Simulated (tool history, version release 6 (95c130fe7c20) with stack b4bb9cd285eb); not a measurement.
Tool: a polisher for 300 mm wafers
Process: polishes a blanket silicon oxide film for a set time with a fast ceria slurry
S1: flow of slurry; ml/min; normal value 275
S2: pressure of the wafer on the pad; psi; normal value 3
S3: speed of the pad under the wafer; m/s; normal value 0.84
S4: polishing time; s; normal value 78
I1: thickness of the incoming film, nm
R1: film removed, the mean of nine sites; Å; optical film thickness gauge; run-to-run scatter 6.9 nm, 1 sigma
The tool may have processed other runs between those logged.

run	day	S1	S2	S3	S4	I1	R1
1	0	275	3	0.84	78	3572.4	10126
# day 0.333: worn pad replaced by a new one
2	2.279	275	3	0.84	78	3589.7	10230
3	3.383	275	3	0.84	78	3579.9	10248
4	6.604	275	3	0.84	78	3548.1	10458
# day 9.417: head pressure recalibrated
# day 10.546: slurry nozzle cleaned
5	11.288	275	3	0.84	78	3552.8	10119
6	14.275	275	3	0.84	78	3627.6	9999
7	16.371	275	3	0.84	78	3600.7	10109
8	18.933	220	3	0.84	78	3586	9965
# day 19.138: worn pad replaced by a new one
9	20.188	220	3	0.84	78	3520.7	9800
10	21.892	220	3	0.84	78	3629.2	10186
11	23.317	255	3	0.84	78	3567.7	10143
12	26.188	255	3	0.84	78	3516.9	10216
13	28.617	255	3	0.84	78	3531.3	10491
# day 30.158: head pressure recalibrated
# day 30.233: slurry nozzle cleaned
14	30.704	275	3	0.84	78	3632	9965
15	33.058	275	3.7	0.84	78	3591.2	12255
16	34.833	275	3	0.84	78	3595.9	10016
17	36.288	230	3	0.56	103	3557.9	8767
18	38.329	275	3	0.84	78	3551	10124
19	39.654	275	3	0.84	99	3542.5	12866
# day 39.825: worn pad replaced by a new one
20	41.396	185	3.8	0.84	78	3536.7	12403
21	43.45	200	3	0.62	78	3629.1	7266
22	46.029	200	3.8	0.84	57	3569.2	9135
# day 46.754: slurry nozzle cleaned
23	49.858	350	3.6	0.84	78	3607.5	13020
24	52.388	245	2.3	0.66	67	3512.5	5363
25	54.488	275	3	0.84	78	3598.2	10505
# day 56.779: head pressure recalibrated
26	57.421	275	3	0.68	62	3599.2	6427
# day 58.325: worn pad replaced by a new one
27	59.988	190	2.1	0.84	98	3621.1	8294
28	61.471	275	3	0.84	78	3610.5	10079
29	62.771	275	3	0.74	78	3563.4	8966
30	65.146	355	3	0.84	96	3537.1	12785
# day 65.821: slurry nozzle cleaned
31	66.392	275	2.4	0.84	90	3624.3	9384
32	67.504	275	3	0.62	56	3599.1	5374
33	70.246	200	2.4	0.84	67	3617.4	6741
34	71.333	275	3	0.7	78	3543.7	8729
35	73.4	330	3	0.68	52	3567.4	5685
36	75.379	275	3	0.84	78	3631.2	10459
37	76.858	275	2.7	1.08	78	3615	12320
38	78.121	275	3	0.68	78	3535.4	8616

Each row is a separate what-if for the run after 38, all from the same tool condition, not one after another. Results?
A	78.142	275	3	1.02	78	3580.5	?
B	78.142	335	3	0.84	69	3580.5	?
C	78.142	330	3.7	0.58	96	3580.5	?

run	R1
A	12984
B	9640
C	11407
Without the tool's hidden state the same runs would have given:
run	R1
A	12150
B	9021
C	10674

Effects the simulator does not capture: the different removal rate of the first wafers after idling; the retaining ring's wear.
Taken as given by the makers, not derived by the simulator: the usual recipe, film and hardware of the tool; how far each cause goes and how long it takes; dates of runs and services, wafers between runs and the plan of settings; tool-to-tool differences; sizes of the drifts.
